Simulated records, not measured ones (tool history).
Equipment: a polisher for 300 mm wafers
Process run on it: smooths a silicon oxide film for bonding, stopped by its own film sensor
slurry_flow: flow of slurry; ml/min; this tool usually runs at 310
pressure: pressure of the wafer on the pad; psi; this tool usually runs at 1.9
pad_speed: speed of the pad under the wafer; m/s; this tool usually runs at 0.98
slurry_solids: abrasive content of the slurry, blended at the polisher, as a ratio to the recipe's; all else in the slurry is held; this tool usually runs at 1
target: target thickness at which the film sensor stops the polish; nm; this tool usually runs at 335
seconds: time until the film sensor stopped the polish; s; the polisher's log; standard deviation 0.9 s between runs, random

run,day,slurry_flow,pressure,pad_speed,slurry_solids,target,"incoming thickness of the incoming film, nm",seconds
1,0,310,1.9,0.98,1,335,392.9,79.6
2,4.092,310,1.9,0.98,1,335,384.4,68.7
3,6.25,310,1.9,0.98,1,335,387.8,72.7
4,10.171,310,1.9,0.98,1,335,385.6,69.8
5,14.646,310,1.9,0.98,1,335,392.7,74.9
6,17.271,310,1.9,0.98,1,335,394.2,79.9
7,20.35,275,1.9,0.98,1,335,390.1,76.4
8,24.417,405,1.9,0.98,1.25,335,392.2,65.3
9,27.208,310,1.9,0.98,1,335,392,79.7
10,29.588,270,1.7,0.98,0.9,343,392.3,83.8
11,31.704,310,1.9,0.98,0.9,321,394,110.7
12,34.279,280,1.9,0.98,1,350,392,58.1
13,38.562,235,1.9,0.98,1,335,388.4,71
14,41.158,310,1.9,1.22,1,335,391.5,65.5
15,43.012,220,2.2,0.98,1.2,335,382.8,51.4
16,46.804,360,2.1,0.74,1,335,386,68.2
17,49.579,310,2.3,0.98,1,335,388.4,60.3
18,51.588,310,1.9,1.2,0.8,335,395.9,87.2
19,54.088,310,1.9,0.98,1,347,389.1,56.9
20,56.792,310,1.9,0.98,1,335,387.3,72.1
21,59.554,310,2.4,0.98,1,350,394.2,48.1
22,62.708,310,1.9,0.98,1,335,390.7,77.3
23,65.717,310,1.7,0.86,0.75,321,391.7,141.4
24,67.633,310,1.9,0.98,1,345,385.6,54.1
25,70.504,310,1.9,0.98,1,335,395.3,81.9
26,73.442,280,1.3,0.98,0.85,348,386.1,87.2
27,76.954,390,2.1,0.76,1,346,391.3,60.6
28,78.783,310,2.6,0.98,1,350,390.1,40.3
29,80.367,310,1.9,0.78,1,335,394.2,90.4

Between the runs listed above, the log contained 9 entries, not reproduced here. Where in the sequence does each belong, and how does what the log doesn't record of the tool's condition differ from the listed run before to the listed run after?
In the gap between runs 4 and 5: worn pad replaced by a new one (day 10.629); slurry nozzle cleaned (day 14.625)
  slurry flow missing at the pad, %: 42.6 -> 5.85
  difference, measured minus the result without the unlogged condition, seconds: +5 -> +0.5 s
In the gap between runs 10 and 11: slurry blender recalibrated (day 30.996)
  slurry flow missing at the pad, %: 39.5 -> 41.3
  difference, measured minus the result without the unlogged condition, seconds: +6.1 -> +7.6 s
In the gap between runs 12 and 13: slurry nozzle cleaned (day 38.438)
  slurry flow missing at the pad, %: 42.9 -> 0.862
  difference, measured minus the result without the unlogged condition, seconds: +4.7 -> +0.1 s
In the gap between runs 14 and 15: worn pad replaced by a new one (day 42.038)
  slurry flow missing at the pad, %: 11.1 -> 16.8
  difference, measured minus the result without the unlogged condition, seconds: +0.8 -> +1.5 s
In the gap between runs 16 and 17: head pressure recalibrated (day 48.3)
  slurry flow missing at the pad, %: 25.4 -> 29.8
  difference, measured minus the result without the unlogged condition, seconds: +1.9 -> +2.5 s
In the gap between runs 19 and 20: slurry blender recalibrated (day 56.004)
  slurry flow missing at the pad, %: 34.7 -> 36.6
  difference, measured minus the result without the unlogged condition, seconds: +2.9 -> +4.1 s
In the gap between runs 22 and 23: slurry nozzle cleaned (day 63.608)
  slurry flow missing at the pad, %: 39.4 -> 15
  difference, measured minus the result without the unlogged condition, seconds: +4.9 -> +2.4 s
In the gap between runs 23 and 24: worn pad replaced by a new one (day 67.612)
  slurry flow missing at the pad, %: 15 -> 21.3
  difference, measured minus the result without the unlogged condition, seconds: +2.4 -> +1.4 s
